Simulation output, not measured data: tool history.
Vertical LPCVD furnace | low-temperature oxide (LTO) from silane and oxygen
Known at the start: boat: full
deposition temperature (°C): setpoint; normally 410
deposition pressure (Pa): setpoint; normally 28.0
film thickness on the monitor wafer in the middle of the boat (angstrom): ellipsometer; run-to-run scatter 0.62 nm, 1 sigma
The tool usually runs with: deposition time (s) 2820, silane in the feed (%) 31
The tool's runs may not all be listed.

run   hour  deposition temperature (°C)  deposition pressure (Pa)  deposition time (s)  silane in the feed (%)  wafers since the last listed run  hours since the last temperature calibration  hours since the pressure gauge was zeroed  hours since the silane flow controller was replaced  hours since the gauge calibration  read-back reference wafer on the same gauge, thickness  film thickness on the monitor wafer in the middle of the boat (angstrom)
  1    0.0                          407                      28.0                 2820                      31                                 0                                        3287.2                                     4086.4                                               6675.0                              500.7                                                  291.11                                                                    3511.6
  2    6.1                          410                      28.0                 2820                      31                                57                                        3293.3                                     4092.5                                               6681.1                              506.8                                                  291.06                                                                    3641.7
  3   14.3                          410                      28.0                 2820                      31                                76                                        3301.5                                     4100.7                                               6689.3                              515.0                                                  291.11                                                                    3629.5
  4   27.8                          410                      28.0                 2820                      31                               126                                        3315.0                                     4114.2                                               6702.8                              528.5                                                  291.07                                                                    3628.8
  5   37.9                          410                      28.0                 3420                      33                                94                                        3325.1                                     4124.3                                               6712.9                              538.6                                                  291.16                                                                    4809.6
      43.5  -- gauge calibrated
  6   55.0                          410                      28.0                 2820                      31                               160                                        3342.2                                     4141.4                                               6730.0                               11.5                                                  290.88                                                                    3632.7
      92.3  -- thermocouples replaced and temperature profile calibrated
  7   92.8                          410                      28.0                 2820                      31                               129                                           0.5                                     4179.2                                               6767.8                               49.3                                                  291.09                                                                    3632.3
  8   97.1                          410                      28.0                 2820                      31                                40                                           4.8                                     4183.5                                               6772.1                               53.6                                                  290.93                                                                    3638.4
  9  131.8                          410                      28.0                 2820                      31                               324                                          39.5                                     4218.2                                               6806.8                               88.3                                                  290.89                                                                    3637.9
 10  148.7                          418                      22.0                 2250                      35                               158                                          56.4                                     4235.1                                               6823.7                              105.2                                                  291.12                                                                    2913.4
 11  158.0                          410                      28.0                 2820                      31                                87                                          65.7                                     4244.4                                               6833.0                              114.5                                                  291.20                                                                    3637.8
 12  164.4                          415                      30.0                 1860                      31                                59                                          72.1                                     4250.8                                               6839.4                              120.9                                                  291.25                                                                    2721.3
     193.9  -- pressure gauge zeroed
 13  194.4                          410                      28.0                 3330                      35                                56                                         102.1                                        0.5                                               6869.4                              150.9                                                  290.79                                                                    5039.8
 14  198.6                          410                      28.0                 3270                      31                                39                                         106.3                                        4.7                                               6873.6                              155.1                                                  290.97                                                                    4210.6
 15  212.9                          410                      28.0                 2820                      31                               133                                         120.6                                       19.0                                               6887.9                              169.4                                                  291.25                                                                    3631.1
     249.0  -- silane flow controller replaced
 16  249.5                          399                      30.7                 2400                      27                               117                                         157.2                                       55.6                                                  0.5                              206.0                                                  291.38                                                                    2527.3
 17  253.8                          410                      28.0                 2820                      31                                40                                         161.5                                       59.9                                                  4.8                              210.3                                                  291.31                                                                    3740.8
 18  258.0                          419                      30.7                 2820                      33                                39                                         165.7                                       64.1                                                  9.0                              214.5                                                  290.97                                                                    4893.6
 19  266.0                          410                      30.7                 2820                      31                                74                                         173.7                                       72.1                                                 17.0                              222.5                                                  290.78                                                                    4074.1
 20  281.2                          410                      30.7                 3870                      31                               142                                         188.9                                       87.3                                                 32.2                              237.7                                                  291.28                                                                    5599.9
     336.1  -- silane flow controller replaced, repeated, since the last time left the tool worse
 21  336.6                          410                      28.0                 2820                      29                               293                                         244.3                                      142.7                                                  0.5                              293.1                                                  291.13                                                                    3163.1
 22  340.9                          410                      28.0                 2220                      34                                40                                         248.6                                      147.0                                                  4.8                              297.4                                                  290.90                                                                    3111.9
 23  345.1                          410                      26.0                 3720                      35                                39                                         252.8                                      151.2                                                  9.0                              301.6                                                  290.93                                                                    5013.5
 24  361.2                          410                      28.0                 2820                      31                               150                                         268.9                                      167.3                                                 25.1                              317.7                                                  291.04                                                                    3467.7
 25  373.1                          400                      28.0                 2820                      27                               111                                         280.8                                      179.2                                                 37.0                              329.6                                                  291.19                                                                    2524.5
 26  382.4                          410                      21.3                 2820                      31                                87                                         290.1                                      188.5                                                 46.3                              338.9                                                  291.15                                                                    2655.9
 27  398.9                          410                      32.7                 3690                      31                               154                                         306.6                                      205.0                                                 62.8                              355.4                                                  291.03                                                                    5315.4
 28  412.3                          404                      24.7                 2820                      29                               125                                         320.0                                      218.4                                                 76.2                              368.8                                                  291.05                                                                    2592.6
 29  422.2                          415                      34.7                 3780                      31                                92                                         329.9                                      228.3                                                 86.1                              378.7                                                  290.91                                                                    6091.7
 30  439.9                          410                      28.0                 2820                      31                               165                                         347.6                                      246.0                                                103.8                              396.4                                                  291.05                                                                    3482.2
 31  455.8                          404                      24.7                 2160                      35                               148                                         363.5                                      261.9                                                119.7                              412.3                                                  290.94                                                                    2586.0
     467.8  -- gauge calibrated
 32  468.5                          410                      28.0                 2820                      31                               118                                         376.2                                      274.6                                                132.4                                0.7                                                  291.18                                                                    3478.4

3 options for the next run, each taken on its own from the tool as it stands now. Forecast them:
  A  472.9                          410                      24.7                 2820                      31                                41                                         380.6                                      279.0                                                136.8                                5.1                                                       ?                                                                         ?
  B  472.9                          418                      28.0                 3720                      31                                41                                         380.6                                      279.0                                                136.8                                5.1                                                       ?                                                                         ?
  C  472.9                          421                      23.3                 2820                      31                                41                                         380.6                                      279.0                                                136.8                                5.1                                                       ?                                                                         ?

run  read-back reference wafer on the same gauge, thickness  film thickness on the monitor wafer in the middle of the boat (angstrom)
  A                                                  291.00                                                                    3056.1
  B                                                  291.00                                                                    5005.4
  C                                                  291.00                                                                    3267.9
Without the tool's hidden state the same runs would have given:
run  film thickness on the monitor wafer in the middle of the boat (angstrom)
  A                                                                    3059.8
  B                                                                    5011.3
  C                                                                    3271.7
